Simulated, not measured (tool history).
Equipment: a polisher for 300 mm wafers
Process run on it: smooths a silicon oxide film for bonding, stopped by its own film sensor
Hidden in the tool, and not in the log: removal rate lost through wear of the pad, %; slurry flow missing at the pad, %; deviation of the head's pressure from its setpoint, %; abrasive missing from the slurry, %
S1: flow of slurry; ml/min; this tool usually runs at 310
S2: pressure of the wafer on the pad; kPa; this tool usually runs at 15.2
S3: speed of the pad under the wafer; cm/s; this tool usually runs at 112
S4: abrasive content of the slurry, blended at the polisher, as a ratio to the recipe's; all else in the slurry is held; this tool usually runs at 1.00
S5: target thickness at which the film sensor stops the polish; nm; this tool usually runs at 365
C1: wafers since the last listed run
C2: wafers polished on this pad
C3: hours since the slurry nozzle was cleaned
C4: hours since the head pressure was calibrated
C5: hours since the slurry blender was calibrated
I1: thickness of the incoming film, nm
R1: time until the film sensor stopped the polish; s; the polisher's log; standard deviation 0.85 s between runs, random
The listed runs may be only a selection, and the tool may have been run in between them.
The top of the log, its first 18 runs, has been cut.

run,hour,S1,S2,S3,S4,S5,C1,C2,C3,C4,C5,I1,R1
19,1096.4,310,15.2,112,1.20,365,710,3325,117.4,92.3,181.2,443.1,79.9
20,1127.5,310,15.2,138,1.00,365,320,3646,148.5,123.4,212.3,454.0,86.1
21,1171.3,310,15.2,112,1.00,365,451,4097,192.3,167.2,256.1,445.6,89.1
# hour 1214.5: worn pad replaced by a new one
22,1215.0,215,15.2,142,1.00,365,408,5,236.0,210.9,299.8,448.8,82.4
23,1251.4,350,11.0,112,1.00,365,374,380,272.4,247.3,336.2,446.5,118.6
24,1279.8,420,15.2,84,1.00,386,292,672,300.8,275.7,364.6,455.9,96.0
25,1346.9,310,15.2,90,0.85,391,691,1363,367.9,342.8,431.7,446.3,81.1
# hour 1373.3: slurry blender recalibrated
# hour 1404.8: slurry nozzle cleaned
26,1415.6,270,15.2,124,0.85,365,676,2040,10.8,411.5,42.3,453.1,100.9
27,1448.7,310,13.1,112,1.00,377,340,2381,43.9,444.6,75.4,452.0,92.4
28,1487.4,310,15.2,112,0.70,365,398,2780,82.6,483.3,114.1,444.3,111.5
29,1549.0,310,15.2,90,1.00,365,634,3414,144.2,544.9,175.7,450.5,109.4
30,1573.1,310,15.2,74,0.85,343,248,3663,168.3,569.0,199.8,447.2,169.7

Predict each of these 4 candidate next runs independently; none follows another, all start after run 30:
A,1573.6,310,15.2,112,1.00,365,5,3668,168.8,569.5,200.3,454.5,?
B,1573.6,310,13.8,112,1.00,365,5,3668,168.8,569.5,200.3,454.5,?
C,1573.6,310,19.3,124,0.80,384,5,3668,168.8,569.5,200.3,454.5,?
D,1573.6,310,13.1,112,0.90,365,5,3668,168.8,569.5,200.3,454.5,?

run,R1
A,98.0
B,106.1
C,66.9
D,117.8
Had the tool no hidden state, the same runs would have come out as:
run,R1
A,100.6
B,108.9
C,68.6
D,120.9
